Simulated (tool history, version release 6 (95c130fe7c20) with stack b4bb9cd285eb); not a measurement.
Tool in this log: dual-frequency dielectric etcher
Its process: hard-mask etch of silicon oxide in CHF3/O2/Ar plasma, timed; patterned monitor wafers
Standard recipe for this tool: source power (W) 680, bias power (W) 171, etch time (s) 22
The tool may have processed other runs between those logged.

| run | hour | source power (W) | bias power (W) | etch time (s) | read-back reference wafer on the same gauge, depth_nm | mean etch depth across the wafer (Å) |
|---|---|---|---|---|---|---|
| 1 | 0 | 680 | 171 | 22 | 50.75 | 454.8 |
| 2 | 60.5 | 680 | 171 | 22 | 50.69 | 457.9 |
|  | 121.8 | wet clean of the chamber |
| 3 | 128.3 | 680 | 171 | 22 | 50.72 | 455.4 |
| 4 | 155.7 | 680 | 171 | 24.5 | 50.68 | 503.7 |
| 5 | 209.7 | 680 | 171 | 24.5 | 50.66 | 502.8 |
| 6 | 259.3 | 680 | 171 | 24.5 | 50.68 | 504.7 |
|  | 271.8 | source power generator calibrated |
|  | 388.3 | gauge calibrated |
| 7 | 390.1 | 680 | 171 | 22 | 50.74 | 455.6 |
| 8 | 433.4 | 520 | 209 | 28 | 50.71 | 544.3 |
|  | 520.4 | upper electrode replaced |
|  | 533.6 | wet clean of the chamber |
| 9 | 534.1 | 510 | 190 | 25 | 50.7 | 465.7 |
|  | 559.7 | bias power generator calibrated |
| 10 | 565.9 | 600 | 200 | 20.5 | 50.72 | 422.5 |
| 11 | 622.9 | 680 | 171 | 22 | 50.68 | 458.2 |
| 12 | 659.9 | 840 | 171 | 25.5 | 50.69 | 580.2 |
| 13 | 703.5 | 680 | 171 | 22 | 50.75 | 455.8 |
| 14 | 763.3 | 680 | 171 | 22 | 50.72 | 454.7 |
| 15 | 833.3 | 820 | 171 | 16 | 50.71 | 363.3 |

Forecast each of these 5 alternatives for the next run:
| A | 833.7 | 680 | 171 | 25 | ? | ? |
| B | 833.7 | 680 | 196 | 24 | ? | ? |
| C | 833.7 | 740 | 200 | 17.5 | ? | ? |
| D | 833.7 | 680 | 200 | 19 | ? | ? |
| E | 833.7 | 590 | 148 | 19.5 | ? | ? |

| run | read-back reference wafer on the same gauge, depth_nm | mean etch depth across the wafer (Å) |
|---|---|---|
| A | 50.71 | 518.4 |
| B | 50.71 | 521.1 |
| C | 50.71 | 398.3 |
| D | 50.71 | 415.4 |
| E | 50.71 | 359.3 |
The same runs, with their run-to-run variation unchanged, on a tool lacking any hidden condition would have given:
| run | mean etch depth across the wafer (Å) |
|---|---|
| A | 518.4 |
| B | 521.1 |
| C | 398.3 |
| D | 415.4 |
| E | 359.3 |
